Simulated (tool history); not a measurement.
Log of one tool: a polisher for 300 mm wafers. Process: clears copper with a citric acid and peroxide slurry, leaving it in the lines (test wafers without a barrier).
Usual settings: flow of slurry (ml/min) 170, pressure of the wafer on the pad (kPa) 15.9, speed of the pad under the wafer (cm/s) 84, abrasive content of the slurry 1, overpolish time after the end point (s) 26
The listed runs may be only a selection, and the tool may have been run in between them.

run,day,flow of slurry (ml/min),pressure of the wafer on the pad (kPa),speed of the pad under the wafer (cm/s),abrasive content of the slurry,overpolish time after the end point (s),"incoming thickness of the incoming film, nm",time until the end point was called (s),dishing of a wide line in a test structure (nm)
1,0,170,15.9,84,0.8,26,190,176.7,21.2
2,0.592,170,15.9,84,0.8,26,189.4,171.2,21.9
3,0.904,200,15.9,64,1,26,186.8,194.8,19.3
4,1.617,200,15.9,64,1,26,188.9,200.5,19
5,1.983,200,15.9,64,1,26,191.8,202.6,19.5
# day 2.279: head pressure recalibrated
6,2.462,170,15.9,84,1,26,186.8,164.6,22.4
7,2.75,170,15.9,84,1,26,188.5,161.6,21.9
# day 2.879: slurry blender recalibrated
8,3.221,170,15.9,84,1,26,190.3,148.6,24.1
9,3.667,110,15.9,60,1,26,191.1,222.8,18
10,4.146,145,15.9,84,0.8,38,190.8,165.8,30.9
11,4.492,200,15.9,64,1,26,187.8,184,19.7
12,4.912,205,17.9,84,1,26,193.3,138.1,27.4
13,5.175,170,10.3,84,1.1,14,189.6,228.9,9.5
# day 5.4: slurry nozzle cleaned
14,5.738,225,20,60,1,26,189.1,161.8,23.8
15,6.321,200,15.9,84,1,26,188.5,152.7,23.6
# day 6.712: worn pad replaced by a new one, of another model than before
16,6.888,170,20.7,84,0.7,26,188.5,149.5,24
17,7.179,170,15.9,84,0.8,26,189.4,170.4,22.5
18,7.646,170,15.9,96,1,26,193.7,152.2,24.1
19,8.158,170,15.9,84,1,26,187.4,160.4,23.3
20,9.846,210,15.9,84,1,26,191.9,164.5,23
21,10.183,120,15.9,84,1.2,18,185.9,156.7,16.9
22,10.633,170,10.3,84,1.15,26,188.7,192.1,19.8
23,11.262,170,15.9,74,0.8,26,189.3,183.8,19.7
# day 11.404: slurry blender recalibrated
24,11.908,140,15.9,84,1,39,191,156.1,33.1
25,12.204,170,15.9,106,1,26,192,137.6,28.1
26,12.475,170,13.1,114,0.9,26,188.8,145,24.8
27,12.921,170,15.9,84,1.2,26,192.1,145.2,25.2
28,13.283,170,15.9,84,0.75,26,189.7,165.3,22.2

Hidden state, per run?
removal rate lost through wear of the pad, %: 0 in every run
slurry flow missing at the pad, %: 0 in every run
deviation of the head's pressure from its setpoint, %: 0 in every run
H1: abrasive missing from the slurry, %
run,H1
1,33.7
2,34.2
3,34.5
4,35
5,35.2
6,35.5
7,35.6
8,8.8
9,12.6
10,16.2
11,18.4
12,20.9
13,22.3
14,24.9
15,27.2
16,29.1
17,29.9
18,31.1
19,32.3
20,35
21,35.4
22,35.9
23,36.5
24,8.17
25,10.6
26,12.7
27,15.8
28,18

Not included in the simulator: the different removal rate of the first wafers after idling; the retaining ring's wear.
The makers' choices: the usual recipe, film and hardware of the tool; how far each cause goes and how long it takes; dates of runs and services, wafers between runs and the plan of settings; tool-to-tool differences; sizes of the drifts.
